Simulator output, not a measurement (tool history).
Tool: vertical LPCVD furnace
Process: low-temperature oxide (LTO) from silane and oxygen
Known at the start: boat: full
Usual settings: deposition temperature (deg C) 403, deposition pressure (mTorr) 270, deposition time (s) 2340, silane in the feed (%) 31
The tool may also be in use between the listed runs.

run   hour  deposition temperature (deg C)  deposition pressure (mTorr)  deposition time (s)  silane in the feed (%)  read-back reference wafer on the same gauge, thickness  film thickness on the monitor wafer in the middle of the boat (angstrom)
  1      0                             403                          270                 2340                      36                                                  300.87                                                                      4248
  2   21.6                             403                          270                 2340                      36                                                  301.35                                                                    4240.3
  3   55.1                             403                          270                 2340                      36                                                  301.18                                                                    4255.5
  4     82                             394                          270                 2340                      31                                                  301.12                                                                    3144.2
  5  145.9                             403                          270                 1980                      26                                                  301.03                                                                    2291.6
  6  181.3                             403                          270                 1980                      26                                                  301.06                                                                    2299.3
  7  210.8                             403                          270                 1980                      26                                                  301.17                                                                    2303.2
  8  245.5                             403                          270                 2340                      31                                                  300.89                                                                    3494.7
  9  280.8                             398                          270                 2340                      31                                                  300.78                                                                    3296.1
 10  302.6                             398                          270                 2340                      31                                                  301.01                                                                    3299.3
     310.6  -- gauge calibrated
 11  318.4                             398                          270                 2340                      31                                                  300.78                                                                    3301.2
     357.3  -- thermocouples replaced and temperature profile calibrated
 12  357.8                             403                          220                 2850                      31                                                  301.03                                                                    3477.3
 13  362.9                             403                          215                 2790                      31                                                   300.7                                                                    3332.6
     387.3  -- silane flow controller replaced
 14  387.8                             403                          215                 2790                      31                                                  300.93                                                                    3180.9
 15  406.9                             403                          270                 2340                      31                                                  301.11                                                                    3357.3
 16    437                             398                          270                 2340                      31                                                  300.96                                                                    3150.6
 17    468                             403                          270                 2340                      31                                                  300.97                                                                    3356.4
 18  496.7                             403                          270                 2910                      31                                                  301.01                                                                    4189.1
     545.6  -- pressure gauge zeroed
 19  546.1                             414                          295                 2340                      37                                                  300.94                                                                    5238.4
 20  551.2                             399                          215                 2340                      31                                                  301.28                                                                    2558.3
 21  577.9                             414                          270                 3210                      31                                                  300.66                                                                    5252.7
 22  613.3                             403                          270                 2340                      31                                                  301.23                                                                    3375.3
 23  635.2                             403                          270                 3120                      31                                                     301                                                                    4515.7
 24  652.8                             403                          230                 2340                      31                                                  301.11                                                                    2874.5
 25  682.8                             403                          270                 2340                      31                                                  301.05                                                                    3396.9
 26  698.7                             403                          270                 2700                      27                                                  300.94                                                                    3193.4
 27  733.5                             403                          335                 2340                      31                                                  301.05                                                                      4192
 28  761.1                             403                          270                 2340                      31                                                  300.94                                                                      3383

The tool's hidden state at each run:
true tube temperature minus thermocouple reading, K: 0 in every run
true pressure minus gauge reading, mTorr: 0 in every run
gauge reads high (%): 0 in every run
H1: deviation of the silane flow from its setpoint, %
run    H1
  1  5.74
  2  5.75
  3  5.75
  4  5.76
  5  5.77
  6  5.78
  7  5.79
  8   5.8
  9   5.8
 10  5.81
 11  5.81
 12  5.82
 13  5.82
 14  1.05
 15  1.14
 16  1.27
 17   1.4
 18  1.53
 19  1.73
 20  1.75
 21  1.86
 22  1.99
 23  2.08
 24  2.14
 25  2.25
 26  2.31
 27  2.44
 28  2.53
